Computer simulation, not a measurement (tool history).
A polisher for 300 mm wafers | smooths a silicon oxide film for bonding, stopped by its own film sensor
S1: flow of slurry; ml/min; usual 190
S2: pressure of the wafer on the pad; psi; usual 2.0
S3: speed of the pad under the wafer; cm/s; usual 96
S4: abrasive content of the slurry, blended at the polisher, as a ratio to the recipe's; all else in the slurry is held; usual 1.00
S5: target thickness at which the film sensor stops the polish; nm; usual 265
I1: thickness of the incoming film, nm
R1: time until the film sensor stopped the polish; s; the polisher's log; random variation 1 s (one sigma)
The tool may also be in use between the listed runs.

{"run": 1, "hour": 0.0, "S1": 190, "S2": 2.0, "S3": 96, "S4": 1.0, "S5": 265, "I1": 334.3, "R1": 98.3}
{"run": 2, "hour": 63.1, "S1": 190, "S2": 2.0, "S3": 96, "S4": 1.0, "S5": 265, "I1": 327.6, "R1": 94.6}
{"hour": 95.3, "done": "slurry nozzle cleaned"}
{"run": 3, "hour": 123.3, "S1": 190, "S2": 2.0, "S3": 96, "S4": 1.0, "S5": 265, "I1": 328.0, "R1": 85.7}
{"hour": 144.9, "done": "worn pad replaced by a new one"}
{"run": 4, "hour": 173.1, "S1": 190, "S2": 2.0, "S3": 96, "S4": 1.0, "S5": 265, "I1": 328.4, "R1": 86.9}
{"run": 5, "hour": 240.6, "S1": 190, "S2": 2.0, "S3": 96, "S4": 1.0, "S5": 265, "I1": 329.6, "R1": 92.7}
{"hour": 264.5, "done": "slurry blender recalibrated"}
{"run": 6, "hour": 289.4, "S1": 190, "S2": 2.0, "S3": 96, "S4": 1.0, "S5": 265, "I1": 329.8, "R1": 96.9}
{"hour": 316.3, "done": "slurry nozzle cleaned"}
{"hour": 320.6, "done": "worn pad replaced by a new one"}
{"run": 7, "hour": 331.1, "S1": 190, "S2": 2.0, "S3": 72, "S4": 1.0, "S5": 265, "I1": 329.3, "R1": 111.6}
{"run": 8, "hour": 389.5, "S1": 190, "S2": 2.0, "S3": 96, "S4": 1.0, "S5": 265, "I1": 332.0, "R1": 94.9}
{"run": 9, "hour": 414.4, "S1": 190, "S2": 2.0, "S3": 96, "S4": 1.0, "S5": 265, "I1": 327.4, "R1": 86.6}
{"run": 10, "hour": 461.0, "S1": 190, "S2": 2.0, "S3": 96, "S4": 1.0, "S5": 265, "I1": 328.2, "R1": 89.4}
{"hour": 472.1, "done": "head pressure recalibrated"}
{"hour": 501.2, "done": "worn pad replaced by a new one"}
{"hour": 511.3, "done": "slurry blender recalibrated"}
{"run": 11, "hour": 517.9, "S1": 190, "S2": 2.0, "S3": 96, "S4": 1.0, "S5": 265, "I1": 329.1, "R1": 95.9}
{"hour": 546.7, "done": "slurry nozzle cleaned"}
{"run": 12, "hour": 573.6, "S1": 190, "S2": 2.5, "S3": 96, "S4": 1.15, "S5": 265, "I1": 324.9, "R1": 63.0}
{"run": 13, "hour": 635.2, "S1": 145, "S2": 1.8, "S3": 96, "S4": 0.7, "S5": 265, "I1": 330.3, "R1": 138.6}
{"run": 14, "hour": 664.3, "S1": 140, "S2": 2.0, "S3": 122, "S4": 0.85, "S5": 248, "I1": 328.8, "R1": 111.7}
{"hour": 674.9, "done": "worn pad replaced by a new one"}
{"run": 15, "hour": 721.2, "S1": 190, "S2": 1.3, "S3": 108, "S4": 1.0, "S5": 265, "I1": 328.9, "R1": 121.7}
{"run": 16, "hour": 752.5, "S1": 190, "S2": 2.2, "S3": 96, "S4": 1.25, "S5": 281, "I1": 328.4, "R1": 56.3}

Forecast run 17:
{"hour": 768.2, "done": "slurry nozzle cleaned"}
{"hour": 772.9, "done": "slurry blender recalibrated"}
{"run": 17, "hour": 792.1, "S1": 125, "S2": 1.5, "S3": 96, "S4": 0.75, "S5": 250, "I1": 329.7, "R1": "?"}

{"run 17": {"R1": 194.6}}
Without the tool's hidden state the same run would have given R1 192.0 s.
